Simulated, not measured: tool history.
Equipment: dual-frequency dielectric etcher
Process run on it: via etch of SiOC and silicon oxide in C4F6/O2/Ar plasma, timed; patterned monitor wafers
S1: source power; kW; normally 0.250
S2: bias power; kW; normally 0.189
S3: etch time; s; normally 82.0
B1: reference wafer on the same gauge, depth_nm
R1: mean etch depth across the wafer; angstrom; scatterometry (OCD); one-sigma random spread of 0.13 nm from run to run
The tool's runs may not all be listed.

Run 1, day 0.000: usual settings; B1 77. Result: R1 892 angstrom.
Run 2, day 0.825: usual settings; B1 77. Result: R1 893 angstrom.
Run 3, day 1.588: usual settings; B1 77. Result: R1 893 angstrom.
Run 4, day 3.075: usual settings but S1 0.280 kW, S2 0.167 kW; B1 77. Result: R1 921 angstrom.
At day 5.650: source power generator calibrated.
Run 5, day 6.029: usual settings; B1 77. Result: R1 872 angstrom.
Run 6, day 6.996: usual settings; B1 77. Result: R1 872 angstrom.
Run 7, day 7.825: usual settings; B1 77. Result: R1 872 angstrom.
Run 8, day 9.054: usual settings; B1 77. Result: R1 873 angstrom.
Run 9, day 10.500: usual settings but S1 0.310 kW, S3 95.0 s; B1 77. Result: R1 1112 angstrom.
Run 10, day 11.412: usual settings but S1 0.300 kW, S2 0.214 kW, S3 97.0 s; B1 77. Result: R1 1149 angstrom.
At day 14.246: upper electrode replaced.
Run 11, day 14.817: usual settings; B1 77. Result: R1 874 angstrom.
At day 15.471: bias power generator calibrated.
At day 15.829: wet clean of the chamber.
Run 12, day 16.221: usual settings but S1 0.210 kW, S3 91.0 s; B1 77. Result: R1 891 angstrom.
Run 13, day 16.979: usual settings but S1 0.310 kW, S2 0.167 kW, S3 96.0 s; B1 77. Result: R1 1095 angstrom.
Run 14, day 17.692: usual settings but S1 0.230 kW, S3 74.5 s; B1 77. Result: R1 762 angstrom.
Run 15, day 18.379: usual settings; B1 77. Result: R1 869 angstrom.
Run 16, day 19.308: usual settings but S1 0.210 kW, S2 0.225 kW, S3 69.0 s; B1 77. Result: R1 701 angstrom.
Run 17, day 20.575: usual settings but S1 0.280 kW; B1 77. Result: R1 914 angstrom.
Run 18, day 21.396: usual settings but S3 65.5 s; B1 77. Result: R1 696 angstrom.
Run 19, day 22.412: usual settings but S1 0.220 kW; B1 77. Result: R1 821 angstrom.
Run 20, day 23.504: usual settings but S1 0.270 kW; B1 77. Result: R1 898 angstrom.
Run 21, day 24.712: usual settings but S2 0.227 kW; B1 77. Result: R1 902 angstrom.
Run 22, day 26.075: usual settings; B1 77. Result: R1 869 angstrom.
Run 23, day 26.888: usual settings but S1 0.210 kW, S3 88.5 s; B1 77. Result: R1 870 angstrom.
Run 24, day 28.312: usual settings but S2 0.147 kW; B1 77. Result: R1 835 angstrom.
Run 25, day 29.475: usual settings; B1 77. Result: R1 875 angstrom.
Run 26, day 30.775: usual settings but S1 0.290 kW, S2 0.210 kW, S3 65.5 s; B1 77. Result: R1 760 angstrom.
Run 27, day 31.650: usual settings but S1 0.200 kW, S2 0.148 kW, S3 102.0 s; B1 77. Result: R1 940 angstrom.
Run 28, day 32.325: usual settings; B1 77. Result: R1 872 angstrom.
Run 29, day 33.129: usual settings but S1 0.190 kW; B1 77. Result: R1 771 angstrom.
Run 30, day 34.250: usual settings but S2 0.207 kW; B1 77. Result: R1 887 angstrom.

Each run again, without the hidden state but with its own random variation kept:
Unlogged tool condition in this case: etch rate over this chamber's usual, %; source power that arrives over what is set, %; bias power that arrives over what is set, %; gauge reads high (%).
run    R1
  1   869
  2   869
  3   869
  4   895
  5   869
  6   868
  7   868
  8   869
  9  1106
 10  1143
 11   868
 12   891
 13  1095
 14   762
 15   869
 16   701
 17   914
 18   695
 19   820
 20   897
 21   900
 22   867
 23   868
 24   833
 25   872
 26   757
 27   937
 28   868
 29   768
 30   884

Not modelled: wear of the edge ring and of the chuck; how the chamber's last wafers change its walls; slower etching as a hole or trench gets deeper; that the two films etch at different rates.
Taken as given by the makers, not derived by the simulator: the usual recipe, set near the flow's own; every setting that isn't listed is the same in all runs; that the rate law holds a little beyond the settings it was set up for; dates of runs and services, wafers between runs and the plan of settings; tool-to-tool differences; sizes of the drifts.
